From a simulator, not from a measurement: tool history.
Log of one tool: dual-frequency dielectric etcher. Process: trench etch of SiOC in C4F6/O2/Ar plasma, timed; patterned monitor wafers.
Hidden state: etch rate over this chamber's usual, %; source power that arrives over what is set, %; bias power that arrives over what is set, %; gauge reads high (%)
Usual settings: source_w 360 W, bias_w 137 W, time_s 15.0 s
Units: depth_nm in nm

| run | hour | source_w | bias_w | time_s | wafers since the last listed run | hours since the last wet clean | hours since the last source power generator calibration | hours since the last bias power generator calibration | hours since the last upper electrode change | hours since the gauge calibration | read-back reference wafer on the same gauge, depth_nm | depth_nm |
|---|---|---|---|---|---|---|---|---|---|---|---|---|
| 1 | 0.0 | 390 | 151 | 15.0 | 0 | 2.6 | 3172.1 | 1836.0 | 5361.6 | 910.2 | 33.05 | 28.87 |
| 2 | 30.4 | 390 | 151 | 15.0 | 616 | 33.0 | 3202.5 | 1866.4 | 5392.0 | 940.6 | 33.13 | 29.05 |
| 3 | 59.0 | 430 | 144 | 15.0 | 580 | 61.6 | 3231.1 | 1895.0 | 5420.6 | 969.2 | 33.16 | 29.69 |
| 4 | 85.6 | 430 | 144 | 15.0 | 539 | 88.2 | 3257.7 | 1921.6 | 5447.2 | 995.8 | 33.17 | 29.77 |
| 5 | 99.0 | 430 | 144 | 15.0 | 271 | 101.6 | 3271.1 | 1935.0 | 5460.6 | 1009.2 | 33.10 | 29.40 |
| 6 | 129.5 | 360 | 137 | 15.0 | 618 | 132.1 | 3301.6 | 1965.5 | 5491.1 | 1039.7 | 33.10 | 27.37 |
| 7 | 161.4 | 390 | 137 | 15.0 | 647 | 164.0 | 3333.5 | 1997.4 | 5523.0 | 1071.6 | 33.10 | 28.19 |
| 8 | 190.2 | 360 | 137 | 15.0 | 584 | 192.8 | 3362.3 | 2026.2 | 5551.8 | 1100.4 | 33.08 | 27.43 |
| 9 | 219.7 | 430 | 159 | 18.0 | 598 | 222.3 | 3391.8 | 2055.7 | 5581.3 | 1129.9 | 33.10 | 36.19 |
|  | 250.2 | source power generator calibrated |
|  | 251.2 | upper electrode replaced |
| 10 | 251.7 | 360 | 137 | 15.0 | 547 | 254.3 | 1.5 | 2087.7 | 0.5 | 1161.9 | 33.11 | 27.52 |
| 11 | 256.1 | 290 | 159 | 17.0 | 89 | 258.7 | 5.9 | 2092.1 | 4.9 | 1166.3 | 33.18 | 30.08 |
| 12 | 284.0 | 390 | 165 | 18.0 | 565 | 286.6 | 33.8 | 2120.0 | 32.8 | 1194.2 | 33.01 | 35.29 |
| 13 | 299.7 | 360 | 137 | 13.0 | 318 | 302.3 | 49.5 | 2135.7 | 48.5 | 1209.9 | 33.09 | 23.87 |
|  | 316.2 | bias power generator calibrated |
| 14 | 321.7 | 310 | 137 | 15.0 | 365 | 324.3 | 71.5 | 5.5 | 70.5 | 1231.9 | 33.13 | 26.01 |
|  | 411.8 | gauge calibrated |
| 15 | 423.4 | 360 | 137 | 18.0 | 2062 | 426.0 | 173.2 | 107.2 | 172.2 | 11.6 | 33.10 | 32.74 |
| 16 | 440.9 | 290 | 159 | 17.0 | 354 | 443.5 | 190.7 | 124.7 | 189.7 | 29.1 | 33.11 | 29.86 |
| 17 | 455.2 | 430 | 159 | 18.0 | 290 | 457.8 | 205.0 | 139.0 | 204.0 | 43.4 | 33.10 | 35.83 |
| 18 | 490.0 | 410 | 137 | 15.0 | 705 | 492.6 | 239.8 | 173.8 | 238.8 | 78.2 | 33.13 | 28.79 |
| 19 | 505.8 | 400 | 147 | 17.5 | 320 | 508.4 | 255.6 | 189.6 | 254.6 | 94.0 | 33.08 | 33.42 |
| 20 | 540.9 | 330 | 137 | 15.0 | 711 | 543.5 | 290.7 | 224.7 | 289.7 | 129.1 | 33.07 | 26.60 |
| 21 | 572.3 | 360 | 137 | 17.5 | 636 | 574.9 | 322.1 | 256.1 | 321.1 | 160.5 | 33.11 | 31.67 |
| 22 | 586.9 | 330 | 128 | 16.5 | 296 | 589.5 | 336.7 | 270.7 | 335.7 | 175.1 | 33.11 | 28.54 |
| 23 | 610.2 | 360 | 171 | 19.5 | 472 | 612.8 | 360.0 | 294.0 | 359.0 | 198.4 | 33.09 | 37.06 |

The next listed run, before its measurement:
| 24 | 632.3 | 400 | 127 | 15.0 | 448 | 634.9 | 382.1 | 316.1 | 381.1 | 220.5 | ? | ? |

{"run 24": {"read-back reference wafer on the same gauge, depth_nm": 33.13, "depth_nm": 27.67}}
Without the tool's hidden state the same run would have given depth_nm 28.24 nm.

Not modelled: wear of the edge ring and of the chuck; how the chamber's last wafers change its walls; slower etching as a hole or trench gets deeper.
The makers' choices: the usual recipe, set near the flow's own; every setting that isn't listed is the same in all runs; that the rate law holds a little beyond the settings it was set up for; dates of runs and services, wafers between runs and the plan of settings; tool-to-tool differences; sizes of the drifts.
